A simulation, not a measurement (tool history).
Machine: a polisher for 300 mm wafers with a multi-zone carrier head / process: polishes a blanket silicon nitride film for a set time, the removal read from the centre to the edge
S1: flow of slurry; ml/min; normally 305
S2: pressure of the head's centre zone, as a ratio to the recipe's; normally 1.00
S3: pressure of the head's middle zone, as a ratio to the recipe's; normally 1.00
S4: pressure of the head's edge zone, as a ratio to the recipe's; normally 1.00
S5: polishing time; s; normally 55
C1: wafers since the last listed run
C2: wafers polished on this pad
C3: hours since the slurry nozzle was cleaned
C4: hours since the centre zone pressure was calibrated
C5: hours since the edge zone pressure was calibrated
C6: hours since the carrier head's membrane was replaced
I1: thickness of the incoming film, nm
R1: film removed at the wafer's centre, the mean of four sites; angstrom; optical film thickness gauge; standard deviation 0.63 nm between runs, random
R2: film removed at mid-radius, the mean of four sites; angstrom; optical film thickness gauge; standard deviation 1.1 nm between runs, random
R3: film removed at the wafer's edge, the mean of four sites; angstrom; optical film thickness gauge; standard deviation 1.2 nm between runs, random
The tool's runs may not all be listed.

| run | hour | S1 | S2 | S3 | S4 | S5 | C1 | C2 | C3 | C4 | C5 | C6 | I1 | R1 | R2 | R3 |
|---|---|---|---|---|---|---|---|---|---|---|---|---|---|---|---|---|
| 1 | 0.0 | 225 | 1.00 | 1.00 | 1.00 | 55 | 0 | 105 | 544.8 | 596.3 | 609.9 | 1649.5 | 494.1 | 1159 | 1084 | 1099 |
| 2 | 8.1 | 225 | 1.00 | 1.00 | 1.00 | 55 | 65 | 171 | 552.9 | 604.4 | 618.0 | 1657.6 | 507.8 | 1163 | 1064 | 1073 |
| 3 | 15.5 | 305 | 1.00 | 1.00 | 1.00 | 55 | 60 | 231 | 560.3 | 611.8 | 625.4 | 1665.0 | 493.2 | 1201 | 1106 | 1092 |
| 4 | 30.0 | 305 | 1.00 | 1.00 | 1.00 | 55 | 117 | 348 | 574.8 | 626.3 | 639.9 | 1679.5 | 502.5 | 1178 | 1085 | 1076 |
| 5 | 38.5 | 305 | 1.00 | 1.00 | 1.00 | 55 | 68 | 417 | 583.3 | 634.8 | 648.4 | 1688.0 | 506.4 | 1173 | 1070 | 1078 |
| 6 | 53.4 | 305 | 1.00 | 1.00 | 1.00 | 55 | 120 | 538 | 598.2 | 649.7 | 663.3 | 1702.9 | 502.6 | 1165 | 1068 | 1071 |
| 7 | 61.3 | 305 | 1.00 | 1.06 | 1.00 | 55 | 64 | 602 | 606.1 | 657.6 | 671.2 | 1710.8 | 502.6 | 1165 | 1115 | 1073 |
|  | 68.4 | carrier head's membrane replaced by a new one |
|  | 69.2 | edge zone pressure recalibrated |
| 8 | 69.7 | 305 | 1.00 | 1.06 | 1.00 | 55 | 20 | 623 | 614.5 | 666.0 | 0.5 | 1.3 | 503.5 | 1165 | 1136 | 1045 |
|  | 74.1 | slurry nozzle cleaned |
| 9 | 76.3 | 305 | 1.00 | 1.06 | 1.00 | 55 | 45 | 669 | 2.2 | 672.6 | 7.1 | 7.9 | 504.1 | 1152 | 1108 | 1060 |
| 10 | 85.2 | 225 | 1.00 | 1.00 | 1.00 | 55 | 72 | 741 | 11.1 | 681.5 | 16.0 | 16.8 | 498.3 | 1123 | 1042 | 1011 |
| 11 | 99.1 | 205 | 1.00 | 1.00 | 1.00 | 55 | 112 | 854 | 25.0 | 695.4 | 29.9 | 30.7 | 505.4 | 1115 | 1020 | 1024 |
|  | 104.9 | worn pad replaced by a new one |
|  | 106.4 | centre zone pressure recalibrated |
| 12 | 113.1 | 305 | 1.00 | 1.00 | 0.91 | 55 | 69 | 54 | 39.0 | 6.7 | 43.9 | 44.7 | 501.5 | 1116 | 1091 | 1033 |
| 13 | 125.1 | 410 | 1.00 | 0.95 | 0.90 | 55 | 97 | 151 | 51.0 | 18.7 | 55.9 | 56.7 | 509.2 | 1128 | 1090 | 1053 |
| 14 | 137.6 | 355 | 0.93 | 0.93 | 1.00 | 40 | 101 | 253 | 63.5 | 31.2 | 68.4 | 69.2 | 498.4 | 764 | 763 | 795 |
| 15 | 145.1 | 350 | 0.90 | 0.95 | 0.94 | 55 | 60 | 314 | 71.0 | 38.7 | 75.9 | 76.7 | 508.0 | 1005 | 1058 | 1059 |
| 16 | 156.0 | 305 | 1.00 | 1.00 | 1.00 | 55 | 88 | 402 | 81.9 | 49.6 | 86.8 | 87.6 | 504.3 | 1102 | 1087 | 1090 |
| 17 | 166.6 | 275 | 1.08 | 1.00 | 1.00 | 49 | 86 | 488 | 92.5 | 60.2 | 97.4 | 98.2 | 499.1 | 1057 | 957 | 952 |
| 18 | 182.3 | 305 | 1.00 | 1.00 | 1.00 | 55 | 127 | 616 | 108.2 | 75.9 | 113.1 | 113.9 | 496.9 | 1118 | 1084 | 1086 |

Pick out some run-to-run changes in R1. Of each, how much would a tool without hidden state show as well, from the settings, what came in and chance, and how much is left for the hidden state and any gauge scatter not in both results compared?
Hidden state present: removal rate lost through wear of the pad, %; slurry flow missing at the pad, %; deviation of the centre zone's pressure from its setpoint, %; deviation of the edge zone's pressure from its setpoint, %.
Run 11 -> 12: S1 205 -> 305, S4 1.00 -> 0.91, worn pad replaced by a new one, centre zone pressure recalibrated. R1 +1 angstrom: hidden state -47, all else +48.
Run 13 -> 14: S1 410 -> 355, S2 1.00 -> 0.93, S3 0.95 -> 0.93, S4 0.90 -> 1.00, S5 55 -> 40. R1 -364 angstrom: hidden state +1, all else -365.
